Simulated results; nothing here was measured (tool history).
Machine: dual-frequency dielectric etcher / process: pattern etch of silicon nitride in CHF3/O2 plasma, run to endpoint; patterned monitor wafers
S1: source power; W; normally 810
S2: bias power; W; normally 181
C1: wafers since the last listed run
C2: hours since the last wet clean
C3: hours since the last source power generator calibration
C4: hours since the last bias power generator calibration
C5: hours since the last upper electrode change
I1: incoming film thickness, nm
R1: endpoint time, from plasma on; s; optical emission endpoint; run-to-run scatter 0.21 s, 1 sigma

run	hour	S1	S2	C1	C2	C3	C4	C5	I1	R1
1	0	660	181	0	346.2	2335.8	1321.9	4914	73.9	41.2
2	7.5	660	181	68	353.7	2343.3	1329.4	4921.5	74.5	41.4
3	24.5	860	208	156	370.7	2360.3	1346.4	4938.5	75.2	36.9
4	34.5	860	208	91	380.7	2370.3	1356.4	4948.5	74.5	35.8
5	50.9	810	148	150	397.1	2386.7	1372.8	4964.9	74.9	40.6
6	65.7	810	181	136	411.9	2401.5	1387.6	4979.7	75.1	38.2
7	73.9	810	181	75	420.1	2409.7	1395.8	4987.9	74.9	38.9
8	87.3	810	181	123	433.5	2423.1	1409.2	5001.3	75.2	38.8
9	95.1	810	181	71	441.3	2430.9	1417	5009.1	74.6	38.3
10	103.4	810	181	76	449.6	2439.2	1425.3	5017.4	74.5	38.1
11	138.5	810	181	322	484.7	2474.3	1460.4	5052.5	74.4	38.2
12	153.4	700	163	136	499.6	2489.2	1475.3	5067.4	74.6	41.7
13	171.2	700	163	163	517.4	2507	1493.1	5085.2	74.7	41.9
14	188.2	660	202	156	534.4	2524	1510.1	5102.2	74.9	40.6
15	194.6	900	218	58	540.8	2530.4	1516.5	5108.6	74.3	35
# hour 224.7: wet clean of the chamber
16	225.2	810	181	60	0.5	2561	1547.1	5139.2	74.4	38.1
17	225.6	700	153	3	0.9	2561.4	1547.5	5139.6	74.2	42.4
18	238	730	141	113	13.3	2573.8	1559.9	5152	74.9	42.9
19	249.4	810	140	104	24.7	2585.2	1571.3	5163.4	74.4	40.8
# hour 256.1: source power generator calibrated
20	258.8	730	143	49	34.1	2.7	1580.7	5172.8	75	43.2
21	275	860	208	148	50.3	18.9	1596.9	5189	74.1	35.8
22	281.2	730	146	56	56.5	25.1	1603.1	5195.2	74.4	42.3
23	289.5	860	208	76	64.8	33.4	1611.4	5203.5	74.5	36.1
24	297.9	810	181	77	73.2	41.8	1619.8	5211.9	73.7	37.8
25	309.9	730	197	110	85.2	53.8	1631.8	5223.9	73.3	38.5
# hour 340.6: bias power generator calibrated
# hour 362.5: upper electrode replaced
26	363	900	181	250	138.3	106.9	22.4	0.5	74.1	36.8
27	381.7	700	223	171	157	125.6	41.1	19.2	73.9	38.3
28	391.9	810	181	93	167.2	135.8	51.3	29.4	75	38.3
29	399.1	810	181	66	174.4	143	58.5	36.6	74.8	38.3
30	413.6	940	181	133	188.9	157.5	73	51.1	74.5	36.2
31	421.9	910	138	76	197.2	165.8	81.3	59.4	74.3	39.4
32	431.9	900	160	91	207.2	175.8	91.3	69.4	75.5	38.2
33	449.2	650	169	159	224.5	193.1	108.6	86.7	74.4	42.4
34	466.8	810	181	161	242.1	210.7	126.2	104.3	74.5	38.5
35	484.2	810	204	159	259.5	228.1	143.6	121.7	74.1	36.8

What differs in the tool's unlogged condition from the final listed run ahead of each entry between runs to the first listed run following it?
Run 15 -> run 16: wet clean of the chamber (hour 224.7)
  nothing in the hidden state changes from one run to the other
Run 19 -> run 20: source power generator calibrated (hour 256.1)
  nothing in the hidden state changes from one run to the other
Run 25 -> run 26: bias power generator calibrated (hour 340.6); upper electrode replaced (hour 362.5)
  nothing in the hidden state changes from one run to the other
